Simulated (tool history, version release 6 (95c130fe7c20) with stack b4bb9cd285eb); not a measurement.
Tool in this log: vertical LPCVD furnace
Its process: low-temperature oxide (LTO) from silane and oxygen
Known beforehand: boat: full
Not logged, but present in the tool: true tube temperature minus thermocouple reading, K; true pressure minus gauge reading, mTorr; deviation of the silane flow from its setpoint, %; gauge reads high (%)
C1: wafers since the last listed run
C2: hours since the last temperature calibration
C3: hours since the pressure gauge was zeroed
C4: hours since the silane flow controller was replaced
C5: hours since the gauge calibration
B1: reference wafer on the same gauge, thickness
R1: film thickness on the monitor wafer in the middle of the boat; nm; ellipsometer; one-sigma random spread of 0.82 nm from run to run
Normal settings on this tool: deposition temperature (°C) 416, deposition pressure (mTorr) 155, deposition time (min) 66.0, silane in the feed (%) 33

run 1 hour=0.0 | deposition_temperature_(°C)=416 deposition_pressure_(mTorr)=155 deposition_time_(min)=66.0 silane_in_the_feed_(%)=36 | C1=0 C2=2063.8 C3=3045.1 C4=4005.2 C5=14.6 | B1=368.06 | R1=423.16
run 2 hour=8.2 | deposition_temperature_(°C)=416 deposition_pressure_(mTorr)=155 deposition_time_(min)=66.0 silane_in_the_feed_(%)=36 | C1=84 C2=2072.0 C3=3053.3 C4=4013.4 C5=22.8 | B1=367.78 | R1=423.95
run 3 hour=26.7 | deposition_temperature_(°C)=416 deposition_pressure_(mTorr)=155 deposition_time_(min)=66.0 silane_in_the_feed_(%)=35 | C1=190 C2=2090.5 C3=3071.8 C4=4031.9 C5=41.3 | B1=367.54 | R1=407.68
run 4 hour=39.3 | deposition_temperature_(°C)=416 deposition_pressure_(mTorr)=155 deposition_time_(min)=66.0 silane_in_the_feed_(%)=35 | C1=129 C2=2103.1 C3=3084.4 C4=4044.5 C5=53.9 | B1=368.51 | R1=408.20
run 5 hour=53.2 | deposition_temperature_(°C)=416 deposition_pressure_(mTorr)=155 deposition_time_(min)=66.0 silane_in_the_feed_(%)=35 | C1=142 C2=2117.0 C3=3098.3 C4=4058.4 C5=67.8 | B1=368.07 | R1=410.23
run 6 hour=71.3 | deposition_temperature_(°C)=416 deposition_pressure_(mTorr)=170 deposition_time_(min)=66.0 silane_in_the_feed_(%)=33 | C1=185 C2=2135.1 C3=3116.4 C4=4076.5 C5=85.9 | B1=368.19 | R1=415.31
-- hour=99.9 silane flow controller replaced
run 7 hour=100.4 | deposition_temperature_(°C)=416 deposition_pressure_(mTorr)=170 deposition_time_(min)=66.0 silane_in_the_feed_(%)=33 | C1=52 C2=2164.2 C3=3145.5 C4=0.5 C5=115.0 | B1=368.09 | R1=414.86
run 8 hour=104.8 | deposition_temperature_(°C)=416 deposition_pressure_(mTorr)=155 deposition_time_(min)=84.0 silane_in_the_feed_(%)=33 | C1=31 C2=2168.6 C3=3149.9 C4=4.9 C5=119.4 | B1=367.82 | R1=481.62
-- hour=127.4 thermocouples replaced and temperature profile calibrated
run 9 hour=127.9 | deposition_temperature_(°C)=416 deposition_pressure_(mTorr)=175 deposition_time_(min)=57.5 silane_in_the_feed_(%)=33 | C1=4 C2=0.5 C3=3173.0 C4=28.0 C5=142.5 | B1=367.87 | R1=371.02
run 10 hour=132.3 | deposition_temperature_(°C)=416 deposition_pressure_(mTorr)=155 deposition_time_(min)=66.0 silane_in_the_feed_(%)=33 | C1=45 C2=4.9 C3=3177.4 C4=32.4 C5=146.9 | B1=368.06 | R1=378.69
run 11 hour=140.9 | deposition_temperature_(°C)=416 deposition_pressure_(mTorr)=155 deposition_time_(min)=66.0 silane_in_the_feed_(%)=33 | C1=88 C2=13.5 C3=3186.0 C4=41.0 C5=155.5 | B1=367.98 | R1=379.14
run 12 hour=151.7 | deposition_temperature_(°C)=404 deposition_pressure_(mTorr)=120 deposition_time_(min)=45.5 silane_in_the_feed_(%)=36 | C1=110 C2=24.3 C3=3196.8 C4=51.8 C5=166.3 | B1=368.51 | R1=198.48
-- hour=179.1 pressure gauge zeroed
run 13 hour=179.6 | deposition_temperature_(°C)=409 deposition_pressure_(mTorr)=170 deposition_time_(min)=66.0 silane_in_the_feed_(%)=33 | C1=40 C2=52.2 C3=0.5 C4=79.7 C5=194.2 | B1=367.61 | R1=385.12
run 14 hour=184.0 | deposition_temperature_(°C)=416 deposition_pressure_(mTorr)=135 deposition_time_(min)=92.0 silane_in_the_feed_(%)=33 | C1=45 C2=56.6 C3=4.9 C4=84.1 C5=198.6 | B1=368.06 | R1=460.70
run 15 hour=197.3 | deposition_temperature_(°C)=424 deposition_pressure_(mTorr)=130 deposition_time_(min)=89.0 silane_in_the_feed_(%)=33 | C1=136 C2=69.9 C3=18.2 C4=97.4 C5=211.9 | B1=367.86 | R1=465.58
-- hour=200.0 gauge calibrated
run 16 hour=208.2 | deposition_temperature_(°C)=416 deposition_pressure_(mTorr)=155 deposition_time_(min)=66.0 silane_in_the_feed_(%)=33 | C1=111 C2=80.8 C3=29.1 C4=108.3 C5=8.2 | B1=367.78 | R1=378.27
run 17 hour=214.6 | deposition_temperature_(°C)=416 deposition_pressure_(mTorr)=175 deposition_time_(min)=83.5 silane_in_the_feed_(%)=33 | C1=65 C2=87.2 C3=35.5 C4=114.7 C5=14.6 | B1=368.09 | R1=539.72
run 18 hour=225.3 | deposition_temperature_(°C)=421 deposition_pressure_(mTorr)=140 deposition_time_(min)=66.0 silane_in_the_feed_(%)=33 | C1=109 C2=97.9 C3=46.2 C4=125.4 C5=25.3 | B1=367.73 | R1=360.37
run 19 hour=239.6 | deposition_temperature_(°C)=407 deposition_pressure_(mTorr)=120 deposition_time_(min)=80.5 silane_in_the_feed_(%)=33 | C1=146 C2=112.2 C3=60.5 C4=139.7 C5=39.6 | B1=367.99 | R1=323.96
run 20 hour=275.8 | deposition_temperature_(°C)=416 deposition_pressure_(mTorr)=155 deposition_time_(min)=66.0 silane_in_the_feed_(%)=29 | C1=371 C2=148.4 C3=96.7 C4=175.9 C5=75.8 | B1=368.19 | R1=317.69

Hidden condition of the tool, last listed run before each entry between runs versus first listed run after:
After run 6, before run 7: silane flow controller replaced (hour 99.9)
  both runs share identical hidden conditions
After run 8, before run 9: thermocouples replaced and temperature profile calibrated (hour 127.4)
  both runs share identical hidden conditions
After run 12, before run 13: pressure gauge zeroed (hour 179.1)
  both runs share identical hidden conditions
After run 15, before run 16: gauge calibrated (hour 200.0)
  both runs share identical hidden conditions
